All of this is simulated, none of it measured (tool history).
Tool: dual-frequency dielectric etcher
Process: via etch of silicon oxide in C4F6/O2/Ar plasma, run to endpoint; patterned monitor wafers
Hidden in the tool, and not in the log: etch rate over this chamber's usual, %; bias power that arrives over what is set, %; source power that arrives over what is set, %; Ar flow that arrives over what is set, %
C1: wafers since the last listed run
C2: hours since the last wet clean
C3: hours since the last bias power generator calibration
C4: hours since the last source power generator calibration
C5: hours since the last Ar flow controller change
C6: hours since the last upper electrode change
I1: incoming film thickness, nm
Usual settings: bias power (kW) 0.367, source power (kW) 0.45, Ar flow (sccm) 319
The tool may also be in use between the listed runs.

{"run": 1, "hour": 0.0, "bias power (kW)": 0.367, "source power (kW)": 0.45, "Ar flow (sccm)": 319, "C1": 0, "C2": 121, "C3": 2780.2, "C4": 1591.6, "C5": 3854.7, "C6": 2389.8, "I1": 181.7, "endpoint time (s)": 37.4}
{"run": 2, "hour": 84.2, "bias power (kW)": 0.367, "source power (kW)": 0.53, "Ar flow (sccm)": 319, "C1": 1058, "C2": 205.2, "C3": 2864.4, "C4": 1675.8, "C5": 3938.9, "C6": 2474, "I1": 180.1, "endpoint time (s)": 34.5}
{"run": 3, "hour": 96.7, "bias power (kW)": 0.367, "source power (kW)": 0.53, "Ar flow (sccm)": 319, "C1": 157, "C2": 217.7, "C3": 2876.9, "C4": 1688.3, "C5": 3951.4, "C6": 2486.5, "I1": 182.8, "endpoint time (s)": 34.9}
{"run": 4, "hour": 124.9, "bias power (kW)": 0.367, "source power (kW)": 0.45, "Ar flow (sccm)": 319, "C1": 354, "C2": 245.9, "C3": 2905.1, "C4": 1716.5, "C5": 3979.6, "C6": 2514.7, "I1": 182, "endpoint time (s)": 37.9}
{"run": 5, "hour": 148.2, "bias power (kW)": 0.367, "source power (kW)": 0.45, "Ar flow (sccm)": 319, "C1": 292, "C2": 269.2, "C3": 2928.4, "C4": 1739.8, "C5": 4002.9, "C6": 2538, "I1": 184.6, "endpoint time (s)": 38.2}
{"run": 6, "hour": 167.3, "bias power (kW)": 0.367, "source power (kW)": 0.45, "Ar flow (sccm)": 319, "C1": 240, "C2": 288.3, "C3": 2947.5, "C4": 1758.9, "C5": 4022, "C6": 2557.1, "I1": 182.8, "endpoint time (s)": 38.1}
{"run": 7, "hour": 191.3, "bias power (kW)": 0.367, "source power (kW)": 0.45, "Ar flow (sccm)": 319, "C1": 301, "C2": 312.3, "C3": 2971.5, "C4": 1782.9, "C5": 4046, "C6": 2581.1, "I1": 186, "endpoint time (s)": 38.6}
{"run": 8, "hour": 221.9, "bias power (kW)": 0.367, "source power (kW)": 0.45, "Ar flow (sccm)": 319, "C1": 384, "C2": 342.9, "C3": 3002.1, "C4": 1813.5, "C5": 4076.6, "C6": 2611.7, "I1": 181.4, "endpoint time (s)": 37.8}
{"run": 9, "hour": 236.9, "bias power (kW)": 0.367, "source power (kW)": 0.45, "Ar flow (sccm)": 319, "C1": 188, "C2": 357.9, "C3": 3017.1, "C4": 1828.5, "C5": 4091.6, "C6": 2626.7, "I1": 182.8, "endpoint time (s)": 38.3}
{"hour": 262.6, "done": "source power generator calibrated"}
{"run": 10, "hour": 267.3, "bias power (kW)": 0.367, "source power (kW)": 0.45, "Ar flow (sccm)": 319, "C1": 331, "C2": 388.3, "C3": 3047.5, "C4": 4.7, "C5": 4122, "C6": 2657.1, "I1": 182.4, "endpoint time (s)": 38.2}
{"hour": 302.2, "done": "wet clean of the chamber"}
{"run": 11, "hour": 302.7, "bias power (kW)": 0.367, "source power (kW)": 0.37, "Ar flow (sccm)": 319, "C1": 143, "C2": 0.5, "C3": 3082.9, "C4": 40.1, "C5": 4157.4, "C6": 2692.5, "I1": 181.8, "endpoint time (s)": 41.2}
{"hour": 331.4, "done": "upper electrode replaced"}
{"run": 12, "hour": 331.9, "bias power (kW)": 0.367, "source power (kW)": 0.45, "Ar flow (sccm)": 319, "C1": 65, "C2": 29.7, "C3": 3112.1, "C4": 69.3, "C5": 4186.6, "C6": 0.5, "I1": 180.9, "endpoint time (s)": 37.5}
{"run": 13, "hour": 332.3, "bias power (kW)": 0.367, "source power (kW)": 0.45, "Ar flow (sccm)": 319, "C1": 5, "C2": 30.1, "C3": 3112.5, "C4": 69.7, "C5": 4187, "C6": 0.9, "I1": 181.9, "endpoint time (s)": 37.4}
{"run": 14, "hour": 357.2, "bias power (kW)": 0.448, "source power (kW)": 0.45, "Ar flow (sccm)": 260, "C1": 312, "C2": 55, "C3": 3137.4, "C4": 94.6, "C5": 4211.9, "C6": 25.8, "I1": 183.8, "endpoint time (s)": 34.2}
{"run": 15, "hour": 371.1, "bias power (kW)": 0.409, "source power (kW)": 0.36, "Ar flow (sccm)": 319, "C1": 174, "C2": 68.9, "C3": 3151.3, "C4": 108.5, "C5": 4225.8, "C6": 39.7, "I1": 183, "endpoint time (s)": 40.8}
{"run": 16, "hour": 405.3, "bias power (kW)": 0.367, "source power (kW)": 0.55, "Ar flow (sccm)": 319, "C1": 429, "C2": 103.1, "C3": 3185.5, "C4": 142.7, "C5": 4260, "C6": 73.9, "I1": 181.1, "endpoint time (s)": 33.9}
{"hour": 414.7, "done": "Ar flow controller replaced"}
{"run": 17, "hour": 422.9, "bias power (kW)": 0.367, "source power (kW)": 0.45, "Ar flow (sccm)": 378, "C1": 145, "C2": 120.7, "C3": 3203.1, "C4": 160.3, "C5": 8.2, "C6": 91.5, "I1": 183.6, "endpoint time (s)": 39.1}
{"hour": 447.2, "done": "bias power generator calibrated"}
{"run": 18, "hour": 451.7, "bias power (kW)": 0.367, "source power (kW)": 0.45, "Ar flow (sccm)": 319, "C1": 311, "C2": 149.5, "C3": 4.5, "C4": 189.1, "C5": 37, "C6": 120.3, "I1": 181.9, "endpoint time (s)": 37.6}

Run 19 comes next. What will it give?
{"run": 19, "hour": 470.7, "bias power (kW)": 0.367, "source power (kW)": 0.38, "Ar flow (sccm)": 319, "C1": 238, "C2": 168.5, "C3": 23.5, "C4": 208.1, "C5": 56, "C6": 139.3, "I1": 183.6, "endpoint time (s)": "?"}

{"run 19": {"endpoint time (s)": 41.4}}
Take away the tool's hidden state, keep the run-to-run variation as it was, and the same run would have given endpoint time (s) 41.1.

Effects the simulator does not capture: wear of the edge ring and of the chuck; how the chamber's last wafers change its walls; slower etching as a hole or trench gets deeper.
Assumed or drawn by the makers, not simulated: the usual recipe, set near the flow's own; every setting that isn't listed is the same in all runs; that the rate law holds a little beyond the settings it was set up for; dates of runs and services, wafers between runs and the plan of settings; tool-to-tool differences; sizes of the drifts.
